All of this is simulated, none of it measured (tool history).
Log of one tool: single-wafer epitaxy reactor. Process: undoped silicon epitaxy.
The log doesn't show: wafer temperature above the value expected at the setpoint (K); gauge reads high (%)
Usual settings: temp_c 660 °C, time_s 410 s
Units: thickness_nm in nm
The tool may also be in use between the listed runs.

run,hour,temp_c,time_s,wafers since the last listed run,hours since the last pyrometer calibration,hours since the gauge calibration,"read-back reference wafer on the same gauge, thickness_nm",thickness_nm
1,0.0,650,410,0,2704.1,57.1,92.363,80.225
2,18.8,650,410,57,2722.9,75.9,92.358,79.635
3,43.9,667,468,76,2748.0,101.0,92.446,126.458
4,61.0,660,410,52,2765.1,118.1,92.299,96.641
5,96.5,660,410,108,2800.6,153.6,92.432,96.494
6,120.9,655,377,74,2825.0,178.0,92.419,81.234
7,143.8,660,410,70,2847.9,200.9,92.324,96.858
8,175.8,660,410,98,2879.9,232.9,92.369,96.602
9,193.4,660,471,53,2897.5,250.5,92.456,110.777
# hour 229.6: pyrometer calibrated
10,230.1,660,471,87,0.5,287.2,92.404,97.429
11,243.5,660,390,41,13.9,300.6,92.246,81.214
12,269.3,660,390,79,39.7,326.4,92.409,81.284
13,294.9,670,410,78,65.3,352.0,92.455,104.316
14,313.0,670,410,55,83.4,370.1,92.501,103.761
15,333.7,650,458,63,104.1,390.8,92.497,78.766
16,352.5,670,345,57,122.9,409.6,92.459,88.005
17,378.1,672,346,78,148.5,435.2,92.424,92.304
18,411.4,646,410,102,181.8,468.5,92.363,65.736
19,443.4,660,410,98,213.8,500.5,92.405,86.834
20,477.4,670,432,104,247.8,534.5,92.317,112.034
21,513.1,660,451,109,283.5,570.2,92.454,96.504
# hour 516.7: gauge calibrated
22,525.5,672,480,38,295.9,8.8,92.345,129.043
23,548.8,660,410,71,319.2,32.1,92.313,88.296
24,568.8,660,410,61,339.2,52.1,92.383,88.689
25,584.1,660,342,46,354.5,67.4,92.268,73.950
26,606.4,664,443,68,376.8,89.7,92.433,102.805
27,641.9,660,489,108,412.3,125.2,92.465,105.887
28,663.6,660,410,66,434.0,146.9,92.278,88.810
29,676.8,660,410,40,447.2,160.1,92.502,89.374

5 ways to go on from here, each from the tool as it stands after run 29. What would each give?
A,677.3,660,433,1,447.7,160.6,?,?
B,677.3,650,491,1,447.7,160.6,?,?
C,677.3,660,452,1,447.7,160.6,?,?
D,677.3,654,410,1,447.7,160.6,?,?
E,677.3,666,487,1,447.7,160.6,?,?

run,"read-back reference wafer on the same gauge, thickness_nm",thickness_nm
A,92.470,94.188
B,92.470,87.983
C,92.470,98.320
D,92.470,79.428
E,92.470,118.788
Without the tool's hidden state the same runs would have given:
run,thickness_nm
A,90.754
B,84.714
C,94.736
D,76.499
E,114.506

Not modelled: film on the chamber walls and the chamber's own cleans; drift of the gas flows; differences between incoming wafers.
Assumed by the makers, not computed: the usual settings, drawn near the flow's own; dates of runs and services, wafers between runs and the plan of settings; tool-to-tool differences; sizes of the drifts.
